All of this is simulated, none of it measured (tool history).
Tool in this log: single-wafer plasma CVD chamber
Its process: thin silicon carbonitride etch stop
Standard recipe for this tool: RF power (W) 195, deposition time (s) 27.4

run	hour	RF power (W)	deposition time (s)	wafers since the last listed run	hours since the last thermocouple change	hours since the last RF generator calibration	hours since the showerhead was replaced	hours since the gauge calibration	read-back reference wafer on the same gauge, thickness_nm	mean film thickness on the monitor wafer (Å)
1	0	195	27.4	0	1285.9	451.2	2270.2	690.6	14.098	167.27
2	35.7	195	27.4	651	1321.6	486.9	2305.9	726.3	14.1	167.42
3	82.6	195	27.4	855	1368.5	533.8	2352.8	773.2	14.1	166.86
4	146.3	195	27.4	1161	1432.2	597.5	2416.5	836.9	14.104	167.48
5	194.8	195	27.4	884	1480.7	646	2465	885.4	14.099	166.81
6	225.8	220	27.4	565	1511.7	677	2496	916.4	14.099	173.24
7	286.9	220	27.4	1114	1572.8	738.1	2557.1	977.5	14.1	172.77
# hour 400.6: gauge calibrated
8	463.5	195	31.5	3221	1749.4	914.7	2733.7	62.9	14.098	191.84
9	491	195	31.5	501	1776.9	942.2	2761.2	90.4	14.102	190.63
10	525.4	195	24.3	627	1811.3	976.6	2795.6	124.8	14.103	146.77
11	564.5	195	25.3	713	1850.4	1015.7	2834.7	163.9	14.102	152.87
12	619.8	195	27.4	1008	1905.7	1071	2890	219.2	14.097	165.53
13	689.2	165	32.1	1265	1975.1	1140.4	2959.4	288.6	14.101	184.1
# hour 752.9: thermocouple changed; heater temperature recalibrated
14	753.4	195	31.5	1025	0.5	1204.6	3023.6	352.8	14.103	190.22
# hour 794.9: showerhead replaced
# hour 798.6: RF generator calibrated
15	919.3	185	30.8	2812	166.4	120.7	124.4	518.7	14.101	186.51
16	960	225	29.7	742	207.1	161.4	165.1	559.4	14.098	189.57
17	1006.5	230	22.7	848	253.6	207.9	211.6	605.9	14.098	145.24
18	1033.9	210	27.4	499	281	235.3	239	633.3	14.102	170.77

Each row is a separate what-if for the run after 18, all from the same tool condition, not one after another. Results?
A	1034.3	195	27.4	7	281.4	235.7	239.4	633.7	?	?
B	1034.3	170	24.4	7	281.4	235.7	239.4	633.7	?	?
C	1034.3	195	23.4	7	281.4	235.7	239.4	633.7	?	?

run	read-back reference wafer on the same gauge, thickness_nm	mean film thickness on the monitor wafer (Å)
A	14.105	167.64
B	14.105	143.35
C	14.105	143.17
Without the tool's unlogged condition, the same runs would have read:
run	mean film thickness on the monitor wafer (Å)
A	169
B	144.52
C	144.33

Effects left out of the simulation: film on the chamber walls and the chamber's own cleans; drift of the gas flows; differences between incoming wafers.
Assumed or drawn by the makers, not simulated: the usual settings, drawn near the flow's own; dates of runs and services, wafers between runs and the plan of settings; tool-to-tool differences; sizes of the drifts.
